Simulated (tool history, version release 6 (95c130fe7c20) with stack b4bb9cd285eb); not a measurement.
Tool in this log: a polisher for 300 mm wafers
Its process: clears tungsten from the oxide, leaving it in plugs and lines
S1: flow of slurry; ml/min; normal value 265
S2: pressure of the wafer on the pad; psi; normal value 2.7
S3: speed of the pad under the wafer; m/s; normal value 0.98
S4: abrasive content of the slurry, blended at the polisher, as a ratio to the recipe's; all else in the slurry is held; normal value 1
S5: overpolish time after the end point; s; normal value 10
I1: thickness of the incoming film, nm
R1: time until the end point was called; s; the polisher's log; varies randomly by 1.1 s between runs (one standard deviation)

{"run": 1, "day": 0.0, "S1": 265, "S2": 2.7, "S3": 0.98, "S4": 1, "S5": 10, "I1": 283.7, "R1": 105.1}
{"run": 2, "day": 1.429, "S1": 265, "S2": 2.7, "S3": 0.98, "S4": 1, "S5": 10, "I1": 292.9, "R1": 113.8}
{"run": 3, "day": 2.708, "S1": 265, "S2": 2.7, "S3": 1.04, "S4": 1, "S5": 10, "I1": 284.5, "R1": 106.5}
{"run": 4, "day": 3.371, "S1": 265, "S2": 2.7, "S3": 1.04, "S4": 1, "S5": 10, "I1": 289.8, "R1": 110.4}
{"run": 5, "day": 4.567, "S1": 265, "S2": 2.7, "S3": 0.98, "S4": 1, "S5": 10, "I1": 284.7, "R1": 103.5}
{"run": 6, "day": 5.717, "S1": 265, "S2": 2.7, "S3": 0.98, "S4": 1, "S5": 7, "I1": 285.9, "R1": 106.6}
{"run": 7, "day": 6.4, "S1": 185, "S2": 3.1, "S3": 0.98, "S4": 1, "S5": 15, "I1": 285.7, "R1": 90.8}
{"run": 8, "day": 6.979, "S1": 185, "S2": 3.1, "S3": 0.98, "S4": 1, "S5": 15, "I1": 292.5, "R1": 92.9}
{"run": 9, "day": 8.183, "S1": 265, "S2": 2.7, "S3": 0.98, "S4": 1, "S5": 10, "I1": 288.1, "R1": 107.6}
{"run": 10, "day": 9.617, "S1": 265, "S2": 2.7, "S3": 0.98, "S4": 1, "S5": 10, "I1": 287.6, "R1": 112.2}
{"run": 11, "day": 10.225, "S1": 265, "S2": 2.7, "S3": 0.98, "S4": 1, "S5": 10, "I1": 285.2, "R1": 111.2}
{"run": 12, "day": 11.262, "S1": 265, "S2": 2.7, "S3": 0.98, "S4": 1, "S5": 13, "I1": 295.9, "R1": 117.4}
{"run": 13, "day": 12.171, "S1": 265, "S2": 2.7, "S3": 0.98, "S4": 1, "S5": 10, "I1": 288.9, "R1": 115.6}
{"run": 14, "day": 13.588, "S1": 335, "S2": 3.4, "S3": 1.16, "S4": 1, "S5": 5, "I1": 295.8, "R1": 71.2}
{"run": 15, "day": 14.733, "S1": 215, "S2": 2.7, "S3": 1.24, "S4": 0.85, "S5": 12, "I1": 287.4, "R1": 86.5}
{"run": 16, "day": 15.542, "S1": 265, "S2": 2.7, "S3": 1.08, "S4": 1, "S5": 10, "I1": 292.4, "R1": 96.7}
{"run": 17, "day": 16.308, "S1": 180, "S2": 2.4, "S3": 0.98, "S4": 1, "S5": 10, "I1": 288.5, "R1": 124}
{"run": 18, "day": 17.262, "S1": 265, "S2": 2.7, "S3": 0.98, "S4": 1, "S5": 15, "I1": 290, "R1": 112}
{"run": 19, "day": 18.438, "S1": 265, "S2": 2.7, "S3": 0.98, "S4": 1, "S5": 10, "I1": 290.1, "R1": 114.3}
{"run": 20, "day": 19.308, "S1": 265, "S2": 2.1, "S3": 0.98, "S4": 1, "S5": 10, "I1": 292.2, "R1": 148.3}
{"run": 21, "day": 19.846, "S1": 240, "S2": 2.7, "S3": 0.7, "S4": 1, "S5": 14, "I1": 289.2, "R1": 161.3}
{"run": 22, "day": 22.892, "S1": 265, "S2": 2.7, "S3": 0.98, "S4": 1, "S5": 10, "I1": 290.2, "R1": 108.8}
{"run": 23, "day": 24.254, "S1": 265, "S2": 3.6, "S3": 0.98, "S4": 1, "S5": 10, "I1": 288, "R1": 76.8}
{"run": 24, "day": 24.888, "S1": 350, "S2": 2.4, "S3": 0.98, "S4": 1, "S5": 10, "I1": 293.7, "R1": 115.1}
{"run": 25, "day": 26.358, "S1": 265, "S2": 2.7, "S3": 0.98, "S4": 1, "S5": 10, "I1": 286.9, "R1": 110.2}
{"run": 26, "day": 27.492, "S1": 210, "S2": 3.5, "S3": 0.98, "S4": 1, "S5": 10, "I1": 286.8, "R1": 87.4}

Between the runs listed above, the log contained 11 entries, not reproduced here. Where in the sequence does each belong, and how does what the log doesn't record of the tool's condition differ from the listed run before to the listed run after?
After run 4, before run 5: slurry nozzle cleaned (day 3.525); worn pad replaced by a new one (day 4.375)
  removal rate lost through wear of the pad, %: 9.43 -> 1.22; abrasive missing from the slurry, %: 26.4 -> 28
  measured value less the no-hidden-state value, R1: +18.8 -> +10.5 s
After run 6, before run 7: slurry blender recalibrated (day 6.212)
  removal rate lost through wear of the pad, %: 4.16 -> 5.42; abrasive missing from the slurry, %: 29 -> 2.34
  measured value less the no-hidden-state value, R1: +14.1 -> +5.5 s
After run 8, before run 9: slurry tank refilled with fresh slurry and peroxide (day 7.188)
  removal rate lost through wear of the pad, %: 6.27 -> 7.56; abrasive missing from the slurry, %: 7.4 -> 15.1
  measured value less the no-hidden-state value, R1: +7.7 -> +12.7 s
After run 11, before run 12: head pressure recalibrated (day 10.521)
  removal rate lost through wear of the pad, %: 8.81 -> 9.17; abrasive missing from the slurry, %: 22.5 -> 24.7
  measured value less the no-hidden-state value, R1: +16.9 -> +19.1 s
After run 13, before run 14: worn pad replaced by a new one (day 13.192)
  removal rate lost through wear of the pad, %: 9.39 -> 1.59; abrasive missing from the slurry, %: 26 -> 27.4
  measured value less the no-hidden-state value, R1: +19.6 -> +7.3 s
After run 14, before run 15: slurry blender recalibrated (day 14.133)
  removal rate lost through wear of the pad, %: 1.59 -> 4.31; abrasive missing from the slurry, %: 27.4 -> 8.18
  measured value less the no-hidden-state value, R1: +7.3 -> +5.6 s
After run 17, before run 18: slurry tank refilled with fresh slurry and peroxide (day 16.788)
  removal rate lost through wear of the pad, %: 6.64 -> 7.53; abrasive missing from the slurry, %: 18.3 -> 22.1
  measured value less the no-hidden-state value, R1: +14.7 -> +15.6 s
After run 21, before run 22: worn pad replaced by a new one (day 22.871)
  removal rate lost through wear of the pad, %: 8.85 -> 1.04; abrasive missing from the slurry, %: 27.9 -> 30.4
  measured value less the no-hidden-state value, R1: +27.5 -> +11.8 s
After run 22, before run 23: slurry blender recalibrated (day 23.238)
  removal rate lost through wear of the pad, %: 1.04 -> 4.62; abrasive missing from the slurry, %: 30.4 -> 9.1
  measured value less the no-hidden-state value, R1: +11.8 -> +5.5 s
After run 24, before run 25: slurry tank refilled with fresh slurry and peroxide (day 25.208)
  removal rate lost through wear of the pad, %: 5.77 -> 7.64; abrasive missing from the slurry, %: 13.2 -> 19.8
  measured value less the no-hidden-state value, R1: +10.9 -> +14.6 s
